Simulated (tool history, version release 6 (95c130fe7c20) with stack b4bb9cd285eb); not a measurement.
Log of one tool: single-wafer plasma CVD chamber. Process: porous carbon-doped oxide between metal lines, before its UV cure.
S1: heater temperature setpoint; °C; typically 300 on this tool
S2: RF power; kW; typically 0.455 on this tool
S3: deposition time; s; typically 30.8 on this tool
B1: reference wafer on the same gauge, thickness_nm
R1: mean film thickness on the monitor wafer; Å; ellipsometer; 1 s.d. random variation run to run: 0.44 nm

run	day	S1	S2	S3	B1	R1
1	0	300	0.455	30.8	153.06	1468.38
2	0.958	300	0.455	30.8	153.019	1466.58
3	1.962	307	0.485	30.8	152.951	1455.92
4	2.546	308	0.52	30.8	153.074	1513.18
5	3.521	308	0.52	30.8	152.909	1511.54
6	4.083	308	0.52	30.8	152.86	1509.3
7	5.471	300	0.455	30.8	153.09	1451.72
8	6.854	300	0.455	30.8	152.969	1453.74
9	7.446	300	0.455	30.8	152.998	1449.65
10	8.238	310	0.455	36	152.937	1580.24
11	8.804	296	0.505	30.8	153.03	1592.7
# day 9.533: gauge calibrated
# day 10.112: showerhead replaced
12	10.133	300	0.48	32.5	153.041	1579.25
13	11.242	300	0.455	30.8	152.983	1444.65
# day 11.75: thermocouple changed; heater temperature recalibrated
# day 11.904: RF generator calibrated
14	11.925	314	0.505	27	152.921	1324.83
15	13.167	290	0.43	36.8	152.918	1888.79
16	14.15	300	0.455	30.8	153.048	1547.95
17	15.292	308	0.425	32.8	152.848	1499.26
18	16.229	314	0.505	27	152.961	1324.92

Predict each of these 5 candidate next runs independently; none follows another, all start after run 18:
A	16.246	300	0.455	30.8	?	?
B	16.246	311	0.54	35.5	?	?
C	16.246	311	0.455	30.8	?	?
D	16.246	313	0.495	26.1	?	?
E	16.246	300	0.545	27.8	?	?

run	B1	R1
A	153.035	1542.08
B	153.035	1817.51
C	153.035	1441.48
D	153.035	1270.76
E	153.035	1541.31
Without the tool's hidden state the same runs would have given:
run	R1
A	1546.36
B	1821.98
C	1445.47
D	1273.94
E	1545.1
